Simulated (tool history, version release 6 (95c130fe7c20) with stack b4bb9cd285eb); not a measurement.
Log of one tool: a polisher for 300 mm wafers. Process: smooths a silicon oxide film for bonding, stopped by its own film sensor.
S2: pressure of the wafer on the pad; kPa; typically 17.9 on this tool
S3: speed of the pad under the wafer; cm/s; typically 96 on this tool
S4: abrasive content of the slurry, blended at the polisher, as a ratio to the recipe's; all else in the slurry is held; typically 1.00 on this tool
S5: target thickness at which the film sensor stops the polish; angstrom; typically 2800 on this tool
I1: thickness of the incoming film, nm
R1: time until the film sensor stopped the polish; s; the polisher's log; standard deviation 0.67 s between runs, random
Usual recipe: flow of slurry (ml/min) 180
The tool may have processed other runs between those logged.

{"run": 1, "hour": 0.0, "flow of slurry (ml/min)": 180, "S2": 17.9, "S3": 96, "S4": 1.0, "S5": 2800, "I1": 325.6, "R1": 51.9}
{"hour": 2.5, "done": "worn pad replaced by a new one"}
{"hour": 11.9, "done": "slurry blender recalibrated"}
{"run": 2, "hour": 40.6, "flow of slurry (ml/min)": 180, "S2": 17.9, "S3": 96, "S4": 1.0, "S5": 2850, "I1": 334.8, "R1": 55.7}
{"run": 3, "hour": 105.0, "flow of slurry (ml/min)": 180, "S2": 17.9, "S3": 96, "S4": 1.0, "S5": 2850, "I1": 332.6, "R1": 54.5}
{"hour": 120.5, "done": "slurry nozzle cleaned"}
{"run": 4, "hour": 129.7, "flow of slurry (ml/min)": 180, "S2": 17.9, "S3": 96, "S4": 1.0, "S5": 2850, "I1": 332.7, "R1": 53.8}
{"run": 5, "hour": 191.5, "flow of slurry (ml/min)": 180, "S2": 17.9, "S3": 96, "S4": 1.0, "S5": 2880, "I1": 332.6, "R1": 51.2}
{"run": 6, "hour": 260.0, "flow of slurry (ml/min)": 180, "S2": 17.9, "S3": 96, "S4": 1.0, "S5": 2880, "I1": 327.9, "R1": 45.2}
{"hour": 279.1, "done": "worn pad replaced by a new one"}
{"run": 7, "hour": 298.3, "flow of slurry (ml/min)": 180, "S2": 17.9, "S3": 96, "S4": 1.0, "S5": 2880, "I1": 331.3, "R1": 48.5}
{"hour": 301.5, "done": "slurry blender recalibrated"}
{"run": 8, "hour": 366.9, "flow of slurry (ml/min)": 180, "S2": 17.9, "S3": 120, "S4": 1.0, "S5": 2800, "I1": 329.8, "R1": 47.0}
{"hour": 399.2, "done": "slurry nozzle cleaned"}
{"run": 9, "hour": 402.2, "flow of slurry (ml/min)": 180, "S2": 17.9, "S3": 96, "S4": 1.1, "S5": 2800, "I1": 327.2, "R1": 50.4}
{"run": 10, "hour": 463.8, "flow of slurry (ml/min)": 210, "S2": 17.9, "S3": 96, "S4": 1.0, "S5": 2800, "I1": 334.7, "R1": 59.2}
{"run": 11, "hour": 495.3, "flow of slurry (ml/min)": 210, "S2": 17.9, "S3": 96, "S4": 1.0, "S5": 2800, "I1": 327.2, "R1": 51.9}
{"run": 12, "hour": 542.0, "flow of slurry (ml/min)": 145, "S2": 17.9, "S3": 96, "S4": 1.0, "S5": 2800, "I1": 328.2, "R1": 54.9}
{"hour": 549.0, "done": "slurry blender recalibrated"}
{"hour": 555.7, "done": "worn pad replaced by a new one"}
{"run": 13, "hour": 670.7, "flow of slurry (ml/min)": 180, "S2": 17.9, "S3": 96, "S4": 1.0, "S5": 2800, "I1": 327.5, "R1": 53.6}
{"hour": 687.1, "done": "slurry nozzle cleaned"}
{"run": 14, "hour": 701.2, "flow of slurry (ml/min)": 180, "S2": 17.9, "S3": 96, "S4": 1.0, "S5": 2800, "I1": 335.0, "R1": 63.9}
{"hour": 756.9, "done": "head pressure recalibrated"}
{"run": 15, "hour": 760.7, "flow of slurry (ml/min)": 180, "S2": 17.9, "S3": 96, "S4": 1.0, "S5": 2970, "I1": 330.5, "R1": 38.3}
{"run": 16, "hour": 807.1, "flow of slurry (ml/min)": 145, "S2": 17.9, "S3": 96, "S4": 1.0, "S5": 2800, "I1": 329.1, "R1": 57.1}
{"hour": 819.5, "done": "slurry blender recalibrated"}
{"hour": 838.8, "done": "worn pad replaced by a new one"}
{"run": 17, "hour": 842.8, "flow of slurry (ml/min)": 180, "S2": 17.9, "S3": 96, "S4": 1.0, "S5": 2670, "I1": 335.8, "R1": 79.6}
{"run": 18, "hour": 877.2, "flow of slurry (ml/min)": 180, "S2": 17.9, "S3": 96, "S4": 1.15, "S5": 2800, "I1": 335.3, "R1": 57.3}
{"run": 19, "hour": 931.1, "flow of slurry (ml/min)": 180, "S2": 17.9, "S3": 86, "S4": 1.0, "S5": 2800, "I1": 325.1, "R1": 56.3}
{"hour": 986.2, "done": "slurry nozzle cleaned"}
{"run": 20, "hour": 1001.0, "flow of slurry (ml/min)": 220, "S2": 17.9, "S3": 96, "S4": 1.0, "S5": 2800, "I1": 328.5, "R1": 54.5}
{"run": 21, "hour": 1058.3, "flow of slurry (ml/min)": 200, "S2": 15.9, "S3": 108, "S4": 1.0, "S5": 2660, "I1": 334.3, "R1": 79.3}
{"hour": 1084.5, "done": "slurry blender recalibrated"}
{"hour": 1086.1, "done": "worn pad replaced by a new one"}
{"run": 22, "hour": 1097.2, "flow of slurry (ml/min)": 180, "S2": 17.9, "S3": 96, "S4": 1.2, "S5": 2730, "I1": 334.8, "R1": 61.3}
{"run": 23, "hour": 1124.0, "flow of slurry (ml/min)": 180, "S2": 17.9, "S3": 96, "S4": 1.3, "S5": 2800, "I1": 327.5, "R1": 44.7}
{"run": 24, "hour": 1166.7, "flow of slurry (ml/min)": 180, "S2": 17.9, "S3": 96, "S4": 1.1, "S5": 2800, "I1": 332.2, "R1": 54.7}
{"run": 25, "hour": 1192.1, "flow of slurry (ml/min)": 180, "S2": 17.9, "S3": 96, "S4": 1.0, "S5": 2800, "I1": 332.4, "R1": 61.0}
{"hour": 1218.5, "done": "slurry nozzle cleaned"}
{"hour": 1328.4, "done": "worn pad replaced by a new one"}
{"run": 26, "hour": 1328.9, "flow of slurry (ml/min)": 130, "S2": 17.9, "S3": 96, "S4": 1.0, "S5": 2800, "I1": 334.7, "R1": 62.4}

Hidden state, per run?
removal rate lost through wear of the pad, %: 0, the same for each run
slurry flow missing at the pad, %: 0, the same for each run
deviation of the head's pressure from its setpoint, %: 0, the same for each run
abrasive missing from the slurry, %: 0, the same for each run
